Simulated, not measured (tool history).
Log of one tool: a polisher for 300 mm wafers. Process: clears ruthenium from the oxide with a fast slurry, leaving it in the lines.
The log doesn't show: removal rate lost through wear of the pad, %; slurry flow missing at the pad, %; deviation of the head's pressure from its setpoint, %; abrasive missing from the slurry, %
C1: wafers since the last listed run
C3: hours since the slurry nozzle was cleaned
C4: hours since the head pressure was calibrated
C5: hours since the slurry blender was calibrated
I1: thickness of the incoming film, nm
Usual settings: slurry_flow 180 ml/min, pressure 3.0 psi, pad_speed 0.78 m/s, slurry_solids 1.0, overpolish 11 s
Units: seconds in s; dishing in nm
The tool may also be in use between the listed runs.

{"run": 1, "hour": 0.0, "slurry_flow": 180, "pressure": 3.0, "pad_speed": 0.78, "slurry_solids": 1.2, "overpolish": 11, "C1": 0, "wafers polished on this pad": 566, "C3": 259.5, "C4": 154.3, "C5": 427.1, "I1": 208.8, "seconds": 40.1, "dishing": 38.8}
{"hour": 24.4, "done": "slurry blender recalibrated"}
{"hour": 116.4, "done": "head pressure recalibrated"}
{"hour": 122.4, "done": "worn pad replaced by a new one"}
{"run": 2, "hour": 169.5, "slurry_flow": 180, "pressure": 3.0, "pad_speed": 0.78, "slurry_solids": 1.2, "overpolish": 11, "C1": 1060, "wafers polished on this pad": 309, "C3": 429.0, "C4": 53.1, "C5": 145.1, "I1": 210.6, "seconds": 42.6, "dishing": 38.3}
{"run": 3, "hour": 220.3, "slurry_flow": 180, "pressure": 3.0, "pad_speed": 0.78, "slurry_solids": 1.0, "overpolish": 14, "C1": 333, "wafers polished on this pad": 643, "C3": 479.8, "C4": 103.9, "C5": 195.9, "I1": 211.3, "seconds": 47.6, "dishing": 43.3}
{"run": 4, "hour": 273.7, "slurry_flow": 180, "pressure": 3.0, "pad_speed": 0.78, "slurry_solids": 1.0, "overpolish": 14, "C1": 350, "wafers polished on this pad": 993, "C3": 533.2, "C4": 157.3, "C5": 249.3, "I1": 210.8, "seconds": 44.1, "dishing": 42.9}
{"run": 5, "hour": 345.0, "slurry_flow": 215, "pressure": 3.0, "pad_speed": 0.78, "slurry_solids": 1.0, "overpolish": 11, "C1": 468, "wafers polished on this pad": 1462, "C3": 604.5, "C4": 228.6, "C5": 320.6, "I1": 211.5, "seconds": 43.1, "dishing": 37.5}
{"hour": 351.5, "done": "worn pad replaced by a new one"}
{"run": 6, "hour": 386.5, "slurry_flow": 215, "pressure": 3.0, "pad_speed": 0.78, "slurry_solids": 1.0, "overpolish": 11, "C1": 246, "wafers polished on this pad": 230, "C3": 646.0, "C4": 270.1, "C5": 362.1, "I1": 206.3, "seconds": 40.5, "dishing": 38.0}
{"hour": 393.5, "done": "head pressure recalibrated"}
{"run": 7, "hour": 420.5, "slurry_flow": 215, "pressure": 3.0, "pad_speed": 0.78, "slurry_solids": 1.0, "overpolish": 11, "C1": 210, "wafers polished on this pad": 440, "C3": 680.0, "C4": 27.0, "C5": 396.1, "I1": 209.0, "seconds": 55.9, "dishing": 32.0}
{"run": 8, "hour": 453.4, "slurry_flow": 210, "pressure": 3.0, "pad_speed": 0.78, "slurry_solids": 1.0, "overpolish": 16, "C1": 216, "wafers polished on this pad": 656, "C3": 712.9, "C4": 59.9, "C5": 429.0, "I1": 214.4, "seconds": 54.3, "dishing": 41.2}
{"hour": 470.9, "done": "slurry blender recalibrated"}
{"run": 9, "hour": 490.3, "slurry_flow": 180, "pressure": 2.7, "pad_speed": 1.06, "slurry_solids": 0.8, "overpolish": 6, "C1": 229, "wafers polished on this pad": 885, "C3": 749.8, "C4": 96.8, "C5": 19.4, "I1": 213.7, "seconds": 53.4, "dishing": 18.3}
{"hour": 516.2, "done": "slurry nozzle cleaned"}
{"run": 10, "hour": 522.4, "slurry_flow": 215, "pressure": 3.0, "pad_speed": 0.78, "slurry_solids": 1.0, "overpolish": 11, "C1": 204, "wafers polished on this pad": 1089, "C3": 6.2, "C4": 128.9, "C5": 51.5, "I1": 208.4, "seconds": 52.3, "dishing": 31.6}
{"hour": 585.1, "done": "head pressure recalibrated, repeated, since the last time left the tool worse"}
{"run": 11, "hour": 590.4, "slurry_flow": 180, "pressure": 3.7, "pad_speed": 0.9, "slurry_solids": 1.0, "overpolish": 4, "C1": 433, "wafers polished on this pad": 1523, "C3": 74.2, "C4": 5.3, "C5": 119.5, "I1": 211.2, "seconds": 33.5, "dishing": 19.5}
{"hour": 597.3, "done": "worn pad replaced by a new one"}
{"run": 12, "hour": 654.1, "slurry_flow": 180, "pressure": 3.0, "pad_speed": 0.78, "slurry_solids": 1.0, "overpolish": 11, "C1": 392, "wafers polished on this pad": 373, "C3": 137.9, "C4": 69.0, "C5": 183.2, "I1": 213.8, "seconds": 46.8, "dishing": 36.6}
{"run": 13, "hour": 709.6, "slurry_flow": 180, "pressure": 3.4, "pad_speed": 0.78, "slurry_solids": 1.0, "overpolish": 15, "C1": 364, "wafers polished on this pad": 737, "C3": 193.4, "C4": 124.5, "C5": 238.7, "I1": 212.8, "seconds": 40.1, "dishing": 50.5}
{"run": 14, "hour": 774.7, "slurry_flow": 130, "pressure": 2.5, "pad_speed": 0.92, "slurry_solids": 1.0, "overpolish": 11, "C1": 427, "wafers polished on this pad": 1165, "C3": 258.5, "C4": 189.6, "C5": 303.8, "I1": 207.7, "seconds": 47.2, "dishing": 34.6}
{"run": 15, "hour": 800.2, "slurry_flow": 115, "pressure": 2.5, "pad_speed": 0.94, "slurry_solids": 0.8, "overpolish": 11, "C1": 167, "wafers polished on this pad": 1332, "C3": 284.0, "C4": 215.1, "C5": 329.3, "I1": 209.0, "seconds": 55.8, "dishing": 30.5}
{"hour": 805.4, "done": "worn pad replaced by a new one"}
{"hour": 830.7, "done": "slurry blender recalibrated"}
{"run": 16, "hour": 854.4, "slurry_flow": 215, "pressure": 3.0, "pad_speed": 0.78, "slurry_solids": 0.8, "overpolish": 11, "C1": 316, "wafers polished on this pad": 308, "C3": 338.2, "C4": 269.3, "C5": 23.7, "I1": 208.5, "seconds": 50.3, "dishing": 34.1}

3 ways to go on from here, each from the tool as it stands after run 16. What would each give?
{"run": "A", "hour": 854.8, "slurry_flow": 180, "pressure": 2.2, "pad_speed": 0.78, "slurry_solids": 1.0, "overpolish": 11, "C1": 2, "wafers polished on this pad": 311, "C3": 338.6, "C4": 269.7, "C5": 24.1, "I1": 208.6, "seconds": "?", "dishing": "?"}
{"run": "B", "hour": 854.8, "slurry_flow": 215, "pressure": 3.0, "pad_speed": 0.78, "slurry_solids": 1.1, "overpolish": 11, "C1": 2, "wafers polished on this pad": 311, "C3": 338.6, "C4": 269.7, "C5": 24.1, "I1": 208.6, "seconds": "?", "dishing": "?"}
{"run": "C", "hour": 854.8, "slurry_flow": 180, "pressure": 3.8, "pad_speed": 0.78, "slurry_solids": 0.9, "overpolish": 11, "C1": 2, "wafers polished on this pad": 311, "C3": 338.6, "C4": 269.7, "C5": 24.1, "I1": 208.6, "seconds": "?", "dishing": "?"}

run=A seconds=58.2 dishing=29.0
run=B seconds=39.5 dishing=39.8
run=C seconds=36.1 dishing=42.8
Without the tool's hidden state the same runs would have given:
run=A seconds=64.0 dishing=26.7
run=B seconds=43.5 dishing=36.9
run=C seconds=39.7 dishing=39.7
